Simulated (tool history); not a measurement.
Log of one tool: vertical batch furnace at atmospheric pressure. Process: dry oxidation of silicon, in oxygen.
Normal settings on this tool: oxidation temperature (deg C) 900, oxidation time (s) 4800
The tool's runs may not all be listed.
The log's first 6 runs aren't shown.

| run | hour | oxidation temperature (deg C) | oxidation time (s) | read-back reference wafer on the same gauge, thickness | oxide thickness on the monitor wafer (angstrom) |
|---|---|---|---|---|---|
| 7 | 258.4 | 912 | 5430 | 23.71 | 275.8 |
| 8 | 295 | 912 | 5430 | 23.72 | 276.6 |
| 9 | 343.2 | 900 | 4800 | 23.7 | 230.4 |
| 10 | 403.8 | 900 | 4800 | 23.7 | 229.2 |
| 11 | 472.9 | 900 | 4800 | 23.69 | 229.9 |
| 12 | 555.7 | 900 | 4800 | 23.68 | 230.2 |
| 13 | 593.5 | 900 | 4800 | 23.69 | 230.6 |
| 14 | 640.3 | 900 | 4800 | 23.73 | 229.7 |
| 15 | 682.2 | 885 | 4800 | 23.73 | 201 |
| 16 | 718.8 | 900 | 4800 | 23.69 | 228.8 |
| 17 | 784.7 | 888 | 5760 | 23.67 | 229.4 |
| 18 | 821.3 | 900 | 4800 | 23.72 | 229.6 |
|  | 860 | gauge calibrated |
|  | 871.1 | boat lift adjusted |
| 19 | 871.6 | 914 | 2910 | 23.7 | 193.9 |
| 20 | 905.4 | 909 | 6390 | 23.71 | 297.7 |
|  | 941.8 | thermocouples replaced and temperature profile calibrated |
| 21 | 958.9 | 880 | 4800 | 23.69 | 191.6 |
| 22 | 1019.2 | 900 | 4800 | 23.71 | 229.7 |
| 23 | 1044.9 | 920 | 3570 | 23.7 | 230.1 |
| 24 | 1093.7 | 885 | 6360 | 23.72 | 236.4 |
| 25 | 1125.4 | 890 | 4800 | 23.7 | 209.5 |
| 26 | 1190.6 | 878 | 2430 | 23.68 | 130.1 |
| 27 | 1225.9 | 900 | 3510 | 23.71 | 190.6 |
| 28 | 1263.2 | 889 | 3360 | 23.7 | 168.7 |
| 29 | 1303.2 | 907 | 6210 | 23.7 | 287.1 |
| 30 | 1337.5 | 888 | 6630 | 23.7 | 249.2 |

Branching from run 30: 3 alternative next runs. What would each branch give?
| A | 1342.2 | 900 | 4800 | ? | ? |
| B | 1342.2 | 882 | 6810 | ? | ? |
| C | 1342.2 | 890 | 6000 | ? | ? |

| run | read-back reference wafer on the same gauge, thickness | oxide thickness on the monitor wafer (angstrom) |
|---|---|---|
| A | 23.7 | 229.7 |
| B | 23.7 | 239.3 |
| C | 23.7 | 239.2 |
What these runs would have given with no unlogged condition in the tool:
| run | oxide thickness on the monitor wafer (angstrom) |
|---|---|
| A | 229.7 |
| B | 239.3 |
| C | 239.2 |
